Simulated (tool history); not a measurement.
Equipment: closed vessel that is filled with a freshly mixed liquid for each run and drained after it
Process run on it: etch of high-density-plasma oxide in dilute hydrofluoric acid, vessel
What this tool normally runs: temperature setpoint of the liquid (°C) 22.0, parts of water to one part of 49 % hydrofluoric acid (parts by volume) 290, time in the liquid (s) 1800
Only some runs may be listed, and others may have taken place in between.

run	day	temperature setpoint of the liquid (°C)	parts of water to one part of 49 % hydrofluoric acid (parts by volume)	time in the liquid (s)	read-back film thickness of the high-density-plasma oxide reference wafer, read on the same gauge (nm)	thickness taken off the high-density-plasma oxide on a monitor wafer (angstrom)
1	0.000	19.5	290	1800	113.86	233.5
2	1.254	22.0	290	1800	113.99	252.1
3	3.642	22.0	290	1800	114.20	254.0
4	5.950	22.0	290	1800	114.47	254.5
5	8.658	22.0	290	1800	114.74	256.3
6	11.558	22.0	290	1800	115.07	254.0
# day 13.792: gauge calibrated
7	13.979	22.0	290	1800	111.02	245.3
8	16.812	22.0	290	1800	111.31	251.1
# day 16.967: hydrofluoric acid flow meter replaced
9	18.154	22.0	255	1800	111.43	290.6
10	19.804	22.0	255	1800	111.63	292.1
11	21.179	24.5	165	1495	111.74	452.2
12	22.308	26.5	175	2140	111.86	651.6
13	24.850	22.0	425	1800	112.18	150.3
14	26.321	24.0	345	1260	112.31	150.1
15	27.808	19.5	290	2090	112.48	261.7
16	29.138	22.0	290	1800	112.60	252.4
17	30.725	22.0	170	2520	112.77	676.2
18	33.650	20.0	290	1800	113.10	234.4
19	36.571	22.0	400	1405	113.40	130.0
# day 36.771: thermometer replaced
# day 39.862: hydrofluoric acid flow meter replaced
20	42.233	24.0	290	1345	114.01	203.3
21	43.583	24.0	345	1260	114.16	151.0

Estimate the outcome of run 22 from the log above:
22	45.154	20.5	160	2595	?	?

{"run 22": {"read-back film thickness of the high-density-plasma oxide reference wafer, read on the same gauge (nm)": 114.3, "thickness taken off the high-density-plasma oxide on a monitor wafer (angstrom)": 720.4}}
The same run, on a tool lacking any hidden state, would have yielded thickness taken off the high-density-plasma oxide on a monitor wafer (angstrom) 693.3.
